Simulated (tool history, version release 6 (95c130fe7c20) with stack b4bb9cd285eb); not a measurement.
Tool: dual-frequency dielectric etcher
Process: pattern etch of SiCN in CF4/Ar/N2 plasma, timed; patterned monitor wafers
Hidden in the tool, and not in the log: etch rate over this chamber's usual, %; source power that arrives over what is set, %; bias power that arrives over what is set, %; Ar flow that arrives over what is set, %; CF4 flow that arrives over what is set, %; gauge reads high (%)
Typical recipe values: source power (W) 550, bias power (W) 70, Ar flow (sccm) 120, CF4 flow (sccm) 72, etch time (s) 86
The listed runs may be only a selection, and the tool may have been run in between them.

run,hour,source power (W),bias power (W),Ar flow (sccm),CF4 flow (sccm),etch time (s),wafers since the last listed run,hours since the last wet clean,hours since the last source power generator calibration,hours since the last bias power generator calibration,hours since the last Ar flow controller change,hours since the last CF4 flow controller change,hours since the last upper electrode change,hours since the gauge calibration,"read-back reference wafer on the same gauge, depth_nm",mean etch depth across the wafer (Å)
1,0,550,70,134,62,86,0,286.8,1726.9,3258.8,2706.7,2507.9,121.7,552.2,73.7,831
2,20.7,550,70,120,72,86,217,307.5,1747.6,3279.5,2727.4,2528.6,142.4,572.9,73.7,873
# hour 51.8: wet clean of the chamber
3,52.3,550,70,137,72,86,79,0.5,1779.2,3311.1,2759,2560.2,174,604.5,73.6,852
# hour 70: source power generator calibrated
4,139,550,70,120,72,86,867,87.2,69,3397.8,2845.7,2646.9,260.7,691.2,73.7,853
# hour 153.3: Ar flow controller replaced
# hour 161.5: CF4 flow controller replaced
5,170.9,550,70,120,72,86,208,119.1,100.9,3429.7,17.6,9.4,292.6,723.1,73.7,856
6,218.2,630,70,120,81,75.5,496,166.4,148.2,3477,64.9,56.7,339.9,770.4,73.8,815
# hour 233.7: gauge calibrated
7,235.6,550,86,120,72,86,182,183.8,165.6,3494.4,82.3,74.1,357.3,1.9,73.7,944
8,268.5,550,70,91,72,86,345,216.7,198.5,3527.3,115.2,107,390.2,34.8,73.6,898
9,301.7,550,70,120,72,86,348,249.9,231.7,3560.5,148.4,140.2,423.4,68,73.6,865
10,323.8,550,70,120,83,86,231,272,253.8,3582.6,170.5,162.3,445.5,90.1,73.6,886
# hour 329.7: bias power generator calibrated
11,339.2,550,55,97,72,86,119,287.4,269.2,9.5,185.9,177.7,460.9,105.5,73.7,805
12,367.4,460,70,146,72,111,295,315.6,297.4,37.7,214.1,205.9,489.1,133.7,73.8,999
13,383.6,550,70,120,72,86,169,331.8,313.6,53.9,230.3,222.1,505.3,149.9,73.7,859
# hour 432.6: wet clean of the chamber
14,433.1,490,65,120,67,86,267,0.5,363.1,103.4,279.8,271.6,554.8,199.4,73.8,781
15,445.8,550,70,120,72,86,133,13.2,375.8,116.1,292.5,284.3,567.5,212.1,73.7,859
16,514.4,610,70,95,87,75.5,719,81.8,444.4,184.7,361.1,352.9,636.1,280.7,73.8,841
17,544.4,550,76,120,79,103,314,111.8,474.4,214.7,391.1,382.9,666.1,310.7,73.7,1089
18,579.2,550,70,120,72,77,365,146.6,509.2,249.5,425.9,417.7,700.9,345.5,73.7,774
19,600.7,550,70,120,72,86,225,168.1,530.7,271,447.4,439.2,722.4,367,73.6,870
20,613.8,550,70,142,72,97,137,181.2,543.8,284.1,460.5,452.3,735.5,380.1,73.7,952
21,640.2,550,75,120,85,86,276,207.6,570.2,310.5,486.9,478.7,761.9,406.5,73.7,911

Branching from run 21: 4 alternative next runs. What would each branch give?
A,640.6,550,70,120,72,96.5,4,208,570.6,310.9,487.3,479.1,762.3,406.9,?,?
B,640.6,550,55,120,72,86,4,208,570.6,310.9,487.3,479.1,762.3,406.9,?,?
C,640.6,500,70,141,72,102.5,4,208,570.6,310.9,487.3,479.1,762.3,406.9,?,?
D,640.6,550,80,104,72,99.5,4,208,570.6,310.9,487.3,479.1,762.3,406.9,?,?

run,"read-back reference wafer on the same gauge, depth_nm",mean etch depth across the wafer (Å)
A,73.8,965
B,73.8,773
C,73.8,960
D,73.8,1079
With no hidden state in the tool, these same runs would have given:
run,mean etch depth across the wafer (Å)
A,954
B,764
C,949
D,1067

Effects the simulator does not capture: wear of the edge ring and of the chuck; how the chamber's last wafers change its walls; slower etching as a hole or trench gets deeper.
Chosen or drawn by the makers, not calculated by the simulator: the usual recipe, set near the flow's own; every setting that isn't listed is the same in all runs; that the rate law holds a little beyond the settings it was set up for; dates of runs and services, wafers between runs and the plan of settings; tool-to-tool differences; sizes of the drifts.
